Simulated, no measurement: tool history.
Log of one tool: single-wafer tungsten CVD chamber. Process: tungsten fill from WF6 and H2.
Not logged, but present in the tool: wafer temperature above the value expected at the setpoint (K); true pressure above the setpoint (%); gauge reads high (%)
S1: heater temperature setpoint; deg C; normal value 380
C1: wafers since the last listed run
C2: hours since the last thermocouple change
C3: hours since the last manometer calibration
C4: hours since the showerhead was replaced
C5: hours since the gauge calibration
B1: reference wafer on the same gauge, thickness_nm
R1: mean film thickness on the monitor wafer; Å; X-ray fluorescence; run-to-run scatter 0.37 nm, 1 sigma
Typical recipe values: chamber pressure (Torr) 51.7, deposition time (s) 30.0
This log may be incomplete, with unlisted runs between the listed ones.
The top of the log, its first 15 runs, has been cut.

At hour 480.1: gauge calibrated.
Run 16, hour 483.4: usual settings; C1 674; C2 751.4; C3 78.8; C4 5382.6; C5 3.3; B1 91.581. Result: R1 795.62 Å.
Run 17, hour 510.3: usual settings; C1 907; C2 778.3; C3 105.7; C4 5409.5; C5 30.2; B1 91.306. Result: R1 796.66 Å.
Run 18, hour 524.7: usual settings but S1 365 deg C, chamber pressure (Torr) 48.2, deposition time (s) 33.1; C1 485; C2 792.7; C3 120.1; C4 5423.9; C5 44.6; B1 91.303. Result: R1 639.78 Å.
Run 19, hour 559.2: usual settings but S1 389 deg C, chamber pressure (Torr) 44.1, deposition time (s) 25.3; C1 1163; C2 827.2; C3 154.6; C4 5458.4; C5 79.1; B1 91.535. Result: R1 719.98 Å.
Run 20, hour 585.3: usual settings but chamber pressure (Torr) 60.6, deposition time (s) 27.2; C1 880; C2 853.3; C3 180.7; C4 5484.5; C5 105.2; B1 91.459. Result: R1 780.19 Å.
Run 21, hour 614.1: usual settings but S1 389 deg C, chamber pressure (Torr) 44.1, deposition time (s) 25.3; C1 971; C2 882.1; C3 209.5; C4 5513.3; C5 134.0; B1 91.409. Result: R1 724.45 Å.
At hour 640.7: showerhead replaced.
Run 22, hour 642.0: usual settings but chamber pressure (Torr) 46.2, deposition time (s) 26.3; C1 671; C2 910.0; C3 237.4; C4 1.3; C5 161.9; B1 91.428. Result: R1 656.57 Å.
Run 23, hour 672.5: usual settings but deposition time (s) 32.1; C1 1029; C2 940.5; C3 267.9; C4 31.8; C5 192.4; B1 91.415. Result: R1 850.09 Å.
Run 24, hour 705.7: usual settings; C1 1120; C2 973.7; C3 301.1; C4 65.0; C5 225.6; B1 91.350. Result: R1 793.89 Å.
At hour 717.1: thermocouple changed; heater temperature recalibrated.
Run 25, hour 733.0: usual settings; C1 651; C2 15.9; C3 328.4; C4 92.3; C5 252.9; B1 91.512. Result: R1 792.59 Å.
Run 26, hour 757.0: usual settings but S1 394 deg C, chamber pressure (Torr) 61.1, deposition time (s) 34.0; C1 809; C2 39.9; C3 352.4; C4 116.3; C5 276.9; B1 91.386. Result: R1 1247.78 Å.
Run 27, hour 784.1: usual settings but chamber pressure (Torr) 46.9, deposition time (s) 35.8; C1 914; C2 67.0; C3 379.5; C4 143.4; C5 304.0; B1 91.348. Result: R1 899.19 Å.
Run 28, hour 807.3: usual settings but S1 374 deg C, chamber pressure (Torr) 62.4, deposition time (s) 27.6; C1 782; C2 90.2; C3 402.7; C4 166.6; C5 327.2; B1 91.446. Result: R1 717.55 Å.
Run 29, hour 825.7: usual settings; C1 620; C2 108.6; C3 421.1; C4 185.0; C5 345.6; B1 91.360. Result: R1 791.76 Å.
Run 30, hour 843.5: usual settings but chamber pressure (Torr) 58.7, deposition time (s) 34.2; C1 600; C2 126.4; C3 438.9; C4 202.8; C5 363.4; B1 91.489. Result: R1 968.68 Å.
Run 31, hour 872.9: usual settings but S1 375 deg C, chamber pressure (Torr) 39.2, deposition time (s) 35.4; C1 991; C2 155.8; C3 468.3; C4 232.2; C5 392.8; B1 91.581. Result: R1 737.75 Å.
Run 32, hour 892.0: usual settings but S1 384 deg C, chamber pressure (Torr) 55.9, deposition time (s) 28.3; C1 644; C2 174.9; C3 487.4; C4 251.3; C5 411.9; B1 91.446. Result: R1 836.27 Å.
Run 33, hour 926.1: usual settings; C1 1150; C2 209.0; C3 521.5; C4 285.4; C5 446.0; B1 91.318. Result: R1 799.04 Å.

Expected results for the next run?
Run 34, hour 942.6: usual settings but chamber pressure (Torr) 42.5, deposition time (s) 33.8; C1 556; C2 225.5; C3 538.0; C4 301.9; C5 462.5; B1 ?. Result: R1 ?.

B1: 91.279
R1: 803.46 Å
Were there no unlogged condition in the tool, this run, its random variation unchanged, would have produced R1 803.46 Å.

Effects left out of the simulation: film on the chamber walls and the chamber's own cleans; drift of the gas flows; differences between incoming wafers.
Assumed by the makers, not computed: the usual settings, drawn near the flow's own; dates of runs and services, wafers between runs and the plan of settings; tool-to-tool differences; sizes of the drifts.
